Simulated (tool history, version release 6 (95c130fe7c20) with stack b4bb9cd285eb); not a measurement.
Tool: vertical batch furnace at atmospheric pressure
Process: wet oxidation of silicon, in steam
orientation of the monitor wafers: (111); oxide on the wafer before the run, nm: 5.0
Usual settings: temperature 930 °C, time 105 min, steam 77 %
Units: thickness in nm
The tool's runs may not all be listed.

| run | hour | temperature | time | steam | wafers since the last listed run | hours since the last temperature calibration | hours since the steam generator was serviced | hours since the gauge calibration | read-back reference wafer on the same gauge, thickness | thickness |
|---|---|---|---|---|---|---|---|---|---|---|
| 1 | 0 | 930 | 105 | 77 | 0 | 1244.4 | 279.8 | 478.6 | 349.07 | 413.92 |
| 2 | 24.4 | 924 | 135 | 77 | 224 | 1268.8 | 304.2 | 503 | 348.99 | 471.56 |
| 3 | 78.4 | 924 | 135 | 77 | 497 | 1322.8 | 358.2 | 557 | 348.94 | 471.49 |
| 4 | 111.5 | 930 | 130.5 | 77 | 304 | 1355.9 | 391.3 | 590.1 | 348.96 | 480.59 |
| 5 | 171.1 | 930 | 130.5 | 77 | 548 | 1415.5 | 450.9 | 649.7 | 348.98 | 479.18 |
| 6 | 240.7 | 930 | 105 | 77 | 641 | 1485.1 | 520.5 | 719.3 | 349 | 412.03 |
| 7 | 311.3 | 930 | 105 | 77 | 650 | 1555.7 | 591.1 | 789.9 | 348.93 | 414.92 |
| 8 | 350.1 | 930 | 105 | 81 | 357 | 1594.5 | 629.9 | 828.7 | 349.02 | 427.57 |
|  | 480.2 | gauge calibrated |
| 9 | 507.3 | 930 | 105 | 81 | 1447 | 1751.7 | 787.1 | 27.1 | 349.11 | 431.36 |
| 10 | 578 | 930 | 105 | 77 | 651 | 1822.4 | 857.8 | 97.8 | 349.02 | 413.98 |
|  | 631.1 | thermocouples replaced and temperature profile calibrated |
| 11 | 631.6 | 930 | 105 | 77 | 272 | 0.5 | 911.4 | 151.4 | 348.9 | 402.51 |
| 12 | 677.4 | 930 | 105 | 77 | 421 | 46.3 | 957.2 | 197.2 | 348.95 | 404.45 |
| 13 | 745.7 | 930 | 105 | 77 | 629 | 114.6 | 1025.5 | 265.5 | 349.16 | 404.04 |
| 14 | 774.9 | 930 | 105 | 77 | 268 | 143.8 | 1054.7 | 294.7 | 349.17 | 405.83 |
|  | 853.4 | steam generator serviced |
| 15 | 853.9 | 908 | 105 | 77 | 506 | 222.8 | 0.5 | 373.7 | 348.9 | 342.27 |
| 16 | 898.2 | 930 | 105 | 77 | 408 | 267.1 | 44.8 | 418 | 349.1 | 408.17 |
| 17 | 949.9 | 915 | 133.5 | 77 | 476 | 318.8 | 96.5 | 469.7 | 349.19 | 430.97 |
| 18 | 974.1 | 954 | 71 | 73 | 222 | 343 | 120.7 | 493.9 | 349.01 | 359.32 |
| 19 | 1018 | 913 | 105 | 70 | 404 | 386.9 | 164.6 | 537.8 | 348.89 | 335.53 |
| 20 | 1056.1 | 930 | 55 | 72 | 350 | 425 | 202.7 | 575.9 | 349 | 244.97 |
| 21 | 1110.2 | 945 | 87 | 71 | 498 | 479.1 | 256.8 | 630 | 349.06 | 379.82 |
| 22 | 1167.5 | 930 | 105 | 77 | 527 | 536.4 | 314.1 | 687.3 | 349.02 | 412.46 |
| 23 | 1225.2 | 912 | 67.5 | 77 | 531 | 594.1 | 371.8 | 745 | 348.95 | 255.68 |
|  | 1259.9 | gauge calibrated |
| 24 | 1275.4 | 930 | 105 | 82 | 462 | 644.3 | 422 | 15.5 | 348.94 | 430.53 |

Forecast each of these 5 alternatives for the next run:
| A | 1280.6 | 930 | 105 | 77 | 47 | 649.5 | 427.2 | 20.7 | ? | ? |
| B | 1280.6 | 930 | 146.5 | 77 | 47 | 649.5 | 427.2 | 20.7 | ? | ? |
| C | 1280.6 | 930 | 129.5 | 65 | 47 | 649.5 | 427.2 | 20.7 | ? | ? |
| D | 1280.6 | 953 | 135.5 | 65 | 47 | 649.5 | 427.2 | 20.7 | ? | ? |
| E | 1280.6 | 911 | 105 | 77 | 47 | 649.5 | 427.2 | 20.7 | ? | ? |

| run | read-back reference wafer on the same gauge, thickness | thickness |
|---|---|---|
| A | 348.94 | 411.4 |
| B | 348.94 | 516.23 |
| C | 348.94 | 423.04 |
| D | 348.94 | 511.63 |
| E | 348.94 | 353.99 |
Without the tool's hidden state the same runs would have given:
| run | thickness |
|---|---|
| A | 402.23 |
| B | 505.58 |
| C | 413.71 |
| D | 501.44 |
| E | 344.64 |
